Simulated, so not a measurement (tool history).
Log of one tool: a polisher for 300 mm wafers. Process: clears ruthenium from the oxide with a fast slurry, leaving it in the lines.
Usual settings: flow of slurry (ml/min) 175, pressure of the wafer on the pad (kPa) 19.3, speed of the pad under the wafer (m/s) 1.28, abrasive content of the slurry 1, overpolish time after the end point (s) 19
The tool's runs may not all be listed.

| run | hour | flow of slurry (ml/min) | pressure of the wafer on the pad (kPa) | speed of the pad under the wafer (m/s) | abrasive content of the slurry | overpolish time after the end point (s) | incoming thickness of the incoming film, nm | time until the end point was called (s) | dishing of a wide line in a test structure (angstrom) |
|---|---|---|---|---|---|---|---|---|---|
| 1 | 0 | 175 | 19.3 | 1.28 | 1 | 28 | 169.5 | 37.4 | 847 |
|  | 59 | slurry blender recalibrated |
| 2 | 63.9 | 175 | 19.3 | 1.28 | 1 | 28 | 170.1 | 31.8 | 977 |
|  | 69.7 | head pressure recalibrated |
| 3 | 92.9 | 175 | 19.3 | 1.28 | 1 | 28 | 170.9 | 33.4 | 982 |
|  | 117.1 | worn pad replaced by a new one |
| 4 | 117.9 | 175 | 19.3 | 1.28 | 1 | 19 | 168.7 | 32.6 | 720 |
| 5 | 153.3 | 175 | 19.3 | 1.28 | 1 | 19 | 166.3 | 32.7 | 682 |
| 6 | 183.6 | 175 | 19.3 | 1.28 | 1 | 19 | 171.2 | 35.6 | 669 |
| 7 | 206.4 | 175 | 19.3 | 0.96 | 1 | 16 | 167.9 | 47.8 | 458 |
|  | 269.6 | worn pad replaced by a new one |
| 8 | 291.4 | 175 | 19.3 | 0.96 | 1 | 16 | 170.8 | 49.2 | 452 |
|  | 306.9 | slurry nozzle cleaned |
| 9 | 320.5 | 175 | 19.3 | 0.96 | 1 | 16 | 168.2 | 48.3 | 443 |
| 10 | 334.5 | 175 | 19.3 | 1.28 | 1 | 19 | 170.3 | 38 | 649 |
| 11 | 351.4 | 175 | 19.3 | 1.28 | 1 | 19 | 172.2 | 38.4 | 621 |
| 12 | 363.9 | 175 | 19.3 | 1.28 | 1 | 19 | 169.9 | 37.6 | 626 |
| 13 | 398.7 | 175 | 15.2 | 1.28 | 1.15 | 14 | 170.3 | 44.6 | 434 |
|  | 406.3 | worn pad replaced by a new one |
| 14 | 414.8 | 175 | 15.2 | 1.28 | 1.15 | 14 | 170.7 | 45.3 | 439 |
|  | 437.3 | slurry blender recalibrated |
| 15 | 437.8 | 120 | 19.3 | 0.9 | 1 | 19 | 172.9 | 46.5 | 551 |
| 16 | 467.4 | 220 | 19.3 | 1.28 | 0.9 | 12 | 171.2 | 33.2 | 500 |
|  | 503.3 | head pressure recalibrated |
| 17 | 510.6 | 135 | 24.8 | 1.28 | 1.15 | 19 | 168.7 | 25 | 862 |
| 18 | 545.3 | 175 | 19.3 | 1.72 | 1 | 30 | 169.3 | 25.7 | 1147 |
|  | 569.7 | worn pad replaced by a new one |
| 19 | 570.5 | 175 | 26.2 | 1.44 | 0.85 | 10 | 168.5 | 25.1 | 524 |
| 20 | 591.9 | 175 | 19.3 | 1.28 | 1 | 19 | 167.4 | 34.4 | 653 |
| 21 | 612.9 | 225 | 19.3 | 1.28 | 1 | 19 | 171.8 | 35.3 | 678 |
| 22 | 645.7 | 150 | 19.3 | 1.28 | 1 | 23 | 168.7 | 38.6 | 759 |
| 23 | 679.3 | 175 | 19.3 | 1.08 | 1 | 12 | 170.8 | 43.8 | 382 |

Run 24 comes next. What will it give?
|  | 683.8 | slurry nozzle cleaned |
|  | 711.4 | worn pad replaced by a new one |
| 24 | 711.8 | 175 | 19.3 | 1.28 | 1 | 19 | 170.6 | ? | ? |

Run 24 gave time until the end point was called (s) 39.7, dishing of a wide line in a test structure (angstrom) 652.
Without the tool's hidden state the same run would have given time until the end point was called (s) 32.3, dishing of a wide line in a test structure (angstrom) 763.

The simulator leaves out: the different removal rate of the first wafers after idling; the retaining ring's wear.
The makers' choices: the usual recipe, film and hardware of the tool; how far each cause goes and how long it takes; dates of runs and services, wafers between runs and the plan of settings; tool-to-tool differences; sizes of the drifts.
